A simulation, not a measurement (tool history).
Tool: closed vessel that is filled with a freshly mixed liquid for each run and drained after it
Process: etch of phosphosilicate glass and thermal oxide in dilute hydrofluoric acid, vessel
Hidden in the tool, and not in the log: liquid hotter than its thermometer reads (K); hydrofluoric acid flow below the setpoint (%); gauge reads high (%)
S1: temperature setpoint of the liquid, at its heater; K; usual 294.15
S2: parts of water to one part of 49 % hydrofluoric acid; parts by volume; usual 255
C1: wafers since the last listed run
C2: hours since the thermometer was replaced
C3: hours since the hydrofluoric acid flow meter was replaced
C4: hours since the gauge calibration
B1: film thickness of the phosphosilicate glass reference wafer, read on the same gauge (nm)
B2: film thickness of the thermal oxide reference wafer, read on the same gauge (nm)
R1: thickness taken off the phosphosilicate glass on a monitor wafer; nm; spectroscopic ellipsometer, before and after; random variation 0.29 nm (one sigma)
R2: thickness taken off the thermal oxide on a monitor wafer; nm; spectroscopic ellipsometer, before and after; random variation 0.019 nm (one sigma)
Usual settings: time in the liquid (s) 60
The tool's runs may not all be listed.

Run 1, hour 0: usual settings; C1 0; C2 367.3; C3 696.6; C4 1230.1; B1 89.99; B2 80.012. Result: R1 36.1 nm, R2 0.813 nm.
Run 2, hour 107.4: usual settings; C1 9331; C2 474.7; C3 804; C4 1337.5; B1 90.02; B2 80.022. Result: R1 36.04 nm, R2 0.815 nm.
Run 3, hour 156.3: usual settings; C1 4248; C2 523.6; C3 852.9; C4 1386.4; B1 90.01; B2 79.981. Result: R1 36.77 nm, R2 0.794 nm.
Run 4, hour 196.6: usual settings; C1 3501; C2 563.9; C3 893.2; C4 1426.7; B1 90; B2 79.998. Result: R1 36.22 nm, R2 0.812 nm.
At hour 227.2: hydrofluoric acid flow meter replaced.
Run 5, hour 278.7: usual settings; C1 7046; C2 646; C3 51.5; C4 1508.8; B1 89.98; B2 79.983. Result: R1 36.42 nm, R2 0.802 nm.
Run 6, hour 385.8: usual settings; C1 9304; C2 753.1; C3 158.6; C4 1615.9; B1 90.01; B2 80.004. Result: R1 36.56 nm, R2 0.815 nm.
Run 7, hour 443.8: usual settings; C1 5039; C2 811.1; C3 216.6; C4 1673.9; B1 90.01; B2 79.984. Result: R1 36.91 nm, R2 0.786 nm.
Run 8, hour 526.3: usual settings; C1 7167; C2 893.6; C3 299.1; C4 1756.4; B1 90.01; B2 79.994. Result: R1 37.19 nm, R2 0.844 nm.
Run 9, hour 611.5: usual settings; C1 7402; C2 978.8; C3 384.3; C4 1841.6; B1 90; B2 79.992. Result: R1 37.61 nm, R2 0.834 nm.
At hour 622.3: gauge calibrated.
Run 10, hour 687.8: usual settings but S1 290.15 K, S2 165 parts by volume, time in the liquid (s) 30; C1 6629; C2 1055.1; C3 460.6; C4 65.5; B1 90.01; B2 80.019. Result: R1 27.56 nm, R2 0.628 nm.
Run 11, hour 763.3: usual settings; C1 6559; C2 1130.6; C3 536.1; C4 141; B1 90; B2 79.971. Result: R1 37.85 nm, R2 0.816 nm.
At hour 768: thermometer replaced.
Run 12, hour 973.7: usual settings but S1 298.65 K, S2 315 parts by volume, time in the liquid (s) 30; C1 18192; C2 205.7; C3 746.5; C4 351.4; B1 89.99; B2 80.003. Result: R1 16.06 nm, R2 0.355 nm.
Run 13, hour 1041.5: usual settings but S2 365 parts by volume, time in the liquid (s) 40; C1 5890; C2 273.5; C3 814.3; C4 419.2; B1 90; B2 79.993. Result: R1 15.12 nm, R2 0.325 nm.
Run 14, hour 1131: usual settings; C1 7775; C2 363; C3 903.8; C4 508.7; B1 90.03; B2 79.983. Result: R1 36.35 nm, R2 0.758 nm.
Run 15, hour 1182.9: usual settings but S1 297.65 K, S2 170 parts by volume; C1 4509; C2 414.9; C3 955.7; C4 560.6; B1 89.99; B2 79.989. Result: R1 66.93 nm, R2 1.528 nm.

Run 16 comes next. What will it give?
Run 16, hour 1232.1: usual settings but time in the liquid (s) 90; C1 4274; C2 464.1; C3 1004.9; C4 609.8; B1 ?; B2 ?. Result: R1 ?, R2 ?.

Run 16 gave B1 90.01, B2 80.01, R1 54.41 nm, R2 1.295 nm.
Without the tool's hidden state the same run would have given R1 52.35 nm, R2 1.246 nm.

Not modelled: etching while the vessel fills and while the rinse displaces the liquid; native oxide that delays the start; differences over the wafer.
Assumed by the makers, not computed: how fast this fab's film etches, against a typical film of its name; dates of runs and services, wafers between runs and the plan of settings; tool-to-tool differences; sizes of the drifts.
